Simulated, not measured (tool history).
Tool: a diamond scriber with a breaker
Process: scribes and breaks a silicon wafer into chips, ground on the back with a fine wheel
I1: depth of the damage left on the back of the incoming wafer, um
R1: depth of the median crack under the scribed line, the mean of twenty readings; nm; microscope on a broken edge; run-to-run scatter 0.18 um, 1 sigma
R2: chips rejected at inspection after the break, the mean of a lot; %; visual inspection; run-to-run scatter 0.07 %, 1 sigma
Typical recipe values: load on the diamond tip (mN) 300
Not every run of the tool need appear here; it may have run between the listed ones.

Run 1, hour 0.0: usual settings but load on the diamond tip (mN) 249; I1 2.20. Result: R1 10160 nm, R2 2.31 %.
At hour 38.5: load on the tip recalibrated.
Run 2, hour 56.7: usual settings; I1 1.54. Result: R1 10190 nm, R2 1.38 %.
Run 3, hour 138.7: usual settings; I1 1.92. Result: R1 10370 nm, R2 1.85 %.
Run 4, hour 186.2: usual settings but load on the diamond tip (mN) 252; I1 1.80. Result: R1 9630 nm, R2 2.66 %.
Run 5, hour 292.0: usual settings but load on the diamond tip (mN) 252; I1 2.43. Result: R1 9310 nm, R2 3.36 %.
Run 6, hour 336.9: usual settings; I1 2.75. Result: R1 10660 nm, R2 2.93 %.
Run 7, hour 435.1: usual settings; I1 2.59. Result: R1 10730 nm, R2 2.55 %.
Run 8, hour 491.2: usual settings; I1 3.00. Result: R1 10370 nm, R2 3.47 %.
Run 9, hour 554.7: usual settings; I1 2.48. Result: R1 10700 nm, R2 2.54 %.
Run 10, hour 655.6: usual settings; I1 1.59. Result: R1 10980 nm, R2 1.67 %.
At hour 692.1: diamond tip replaced by a new one.
Run 11, hour 696.4: usual settings; I1 2.76. Result: R1 10900 nm, R2 3.32 %.
Run 12, hour 751.3: usual settings but load on the diamond tip (mN) 211; I1 1.64. Result: R1 9040 nm, R2 3.53 %.
Run 13, hour 790.6: usual settings but load on the diamond tip (mN) 248; I1 2.79. Result: R1 9710 nm, R2 3.79 %.
Run 14, hour 879.7: usual settings; I1 2.31. Result: R1 10950 nm, R2 2.40 %.
Run 15, hour 982.3: usual settings but load on the diamond tip (mN) 360; I1 1.95. Result: R1 12180 nm, R2 4.45 %.
Run 16, hour 1079.2: usual settings but load on the diamond tip (mN) 383; I1 1.65. Result: R1 12510 nm, R2 5.87 %.
Run 17, hour 1160.1: usual settings but load on the diamond tip (mN) 233; I1 1.73. Result: R1 9660 nm, R2 2.09 %.
At hour 1188.6: load on the tip recalibrated.
Run 18, hour 1257.5: usual settings; I1 2.27. Result: R1 10170 nm, R2 2.15 %.
At hour 1275.8: diamond tip replaced by a new one.
Run 19, hour 1310.5: usual settings but load on the diamond tip (mN) 274; I1 1.78. Result: R1 9880 nm, R2 1.81 %.
Run 20, hour 1409.5: usual settings; I1 1.73. Result: R1 10550 nm, R2 1.64 %.
Run 21, hour 1471.9: usual settings but load on the diamond tip (mN) 261; I1 2.07. Result: R1 9540 nm, R2 2.38 %.
Run 22, hour 1550.9: usual settings; I1 2.44. Result: R1 10900 nm, R2 2.46 %.
Run 23, hour 1626.9: usual settings but load on the diamond tip (mN) 346; I1 2.76. Result: R1 11400 nm, R2 3.89 %.

Alternative continuations, all from the tool just after run 23; predict every row:
Run A, hour 1627.6: usual settings but load on the diamond tip (mN) 267; I1 1.82. Result: R1 ?, R2 ?.
Run B, hour 1627.6: usual settings but load on the diamond tip (mN) 260; I1 1.82. Result: R1 ?, R2 ?.
Run C, hour 1627.6: usual settings but load on the diamond tip (mN) 351; I1 1.82. Result: R1 ?, R2 ?.
Run D, hour 1627.6: usual settings but load on the diamond tip (mN) 340; I1 1.82. Result: R1 ?, R2 ?.
Run E, hour 1627.6: usual settings but load on the diamond tip (mN) 270; I1 1.82. Result: R1 ?, R2 ?.

run     R1    R2
  A   9820  1.76
  B   9680  1.88
  C  11450  3.10
  D  11240  2.70
  E   9880  1.72
Stripped of hidden state, with their random variation kept, the same runs would have yielded:
run     R1    R2
  A   9440  2.18
  B   9310  2.42
  C  11010  2.31
  D  10810  2.05
  E   9500  2.10
